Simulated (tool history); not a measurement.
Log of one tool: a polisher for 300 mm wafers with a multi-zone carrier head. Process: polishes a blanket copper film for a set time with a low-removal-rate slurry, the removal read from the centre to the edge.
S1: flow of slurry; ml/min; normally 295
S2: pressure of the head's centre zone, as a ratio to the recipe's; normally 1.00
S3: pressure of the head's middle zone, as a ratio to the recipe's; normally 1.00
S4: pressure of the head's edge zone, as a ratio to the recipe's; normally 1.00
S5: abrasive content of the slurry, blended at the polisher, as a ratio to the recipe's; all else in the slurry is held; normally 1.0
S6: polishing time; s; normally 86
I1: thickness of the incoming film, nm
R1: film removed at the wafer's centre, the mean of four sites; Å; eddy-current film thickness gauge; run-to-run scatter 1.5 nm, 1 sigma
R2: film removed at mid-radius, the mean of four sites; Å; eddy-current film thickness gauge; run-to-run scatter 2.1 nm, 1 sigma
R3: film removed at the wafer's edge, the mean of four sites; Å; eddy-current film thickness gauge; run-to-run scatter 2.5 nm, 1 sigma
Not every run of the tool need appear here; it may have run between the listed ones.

run   hour   S1    S2    S3    S4   S5  S6     I1    R1    R2    R3
  1    0.0  295  1.00  1.00  1.00  1.0  86  694.5  1671  1683  1708
  2   15.9  295  1.00  1.00  1.00  1.0  86  698.9  1618  1609  1668
  3   30.2  295  1.00  1.00  1.00  1.0  86  691.8  1619  1575  1615
  4   37.4  295  1.00  1.05  1.00  1.0  86  693.7  1569  1672  1606
      46.5  -- worn pad replaced by a new one
  5   49.0  295  1.00  1.05  1.00  1.0  86  692.3  1727  1823  1788
      62.6  -- edge zone pressure recalibrated
  6   64.8  295  1.00  1.00  1.00  1.0  86  684.8  1732  1775  1735
  7   71.0  295  1.00  1.00  1.00  1.0  86  689.7  1712  1743  1783
      81.3  -- carrier head's membrane replaced by a new one, of another model than before
  8   81.8  295  0.97  1.00  1.00  1.0  86  700.8  1628  1764  1712
  9   91.0  295  1.10  1.00  1.11  1.0  86  700.3  2010  1754  1791
 10   98.5  295  1.00  1.12  1.00  1.1  95  706.0  1921  2249  1967
     108.8  -- slurry nozzle cleaned
 11  109.3  295  1.00  1.00  1.09  1.0  70  710.3  1349  1379  1449
 12  125.2  295  1.04  1.09  1.06  1.0  68  706.6  1423  1506  1391
 13  140.6  295  1.06  1.07  1.00  1.0  86  708.7  1805  1820  1697
     145.3  -- worn pad replaced by a new one
 14  153.9  295  1.00  1.00  1.00  1.0  86  695.6  1758  1747  1747
     165.7  -- centre zone pressure recalibrated
 15  171.6  295  1.00  1.00  1.00  1.0  86  711.6  1753  1777  1741
 16  187.4  295  0.90  0.91  1.00  1.0  98  698.2  1646  1721  2021
 17  203.8  295  0.97  0.93  1.07  1.0  86  709.8  1629  1520  1750
 18  212.3  295  0.89  1.00  1.00  0.9  58  700.5   903  1110  1122
 19  224.5  295  1.04  1.09  1.06  1.0  68  703.8  1415  1497  1379
 20  238.1  295  1.00  1.00  1.00  1.0  86  694.8  1644  1684  1651

Alternative continuations, all from the tool just after run 20; predict every row:
  A  238.6  295  1.00  1.00  1.00  1.0   86  703.7   ?   ?   ?
  B  238.6  200  1.00  1.00  1.00  1.0   86  703.7   ?   ?   ?
  C  238.6  295  1.00  1.00  1.00  1.3   56  703.7   ?   ?   ?
  D  238.6  295  1.04  1.00  1.00  1.1  103  703.7   ?   ?   ?
  E  238.6  295  1.00  0.96  1.00  1.0   86  703.7   ?   ?   ?

run    R1    R2    R3
  A  1632  1646  1713
  B  1576  1595  1672
  C  1121  1131  1176
  D  2127  2009  2091
  E  1631  1548  1714
What these runs would have given with no unlogged condition in the tool:
run    R1    R2    R3
  A  1737  1752  1823
  B  1677  1698  1780
  C  1193  1203  1252
  D  2264  2138  2225
  E  1737  1648  1825
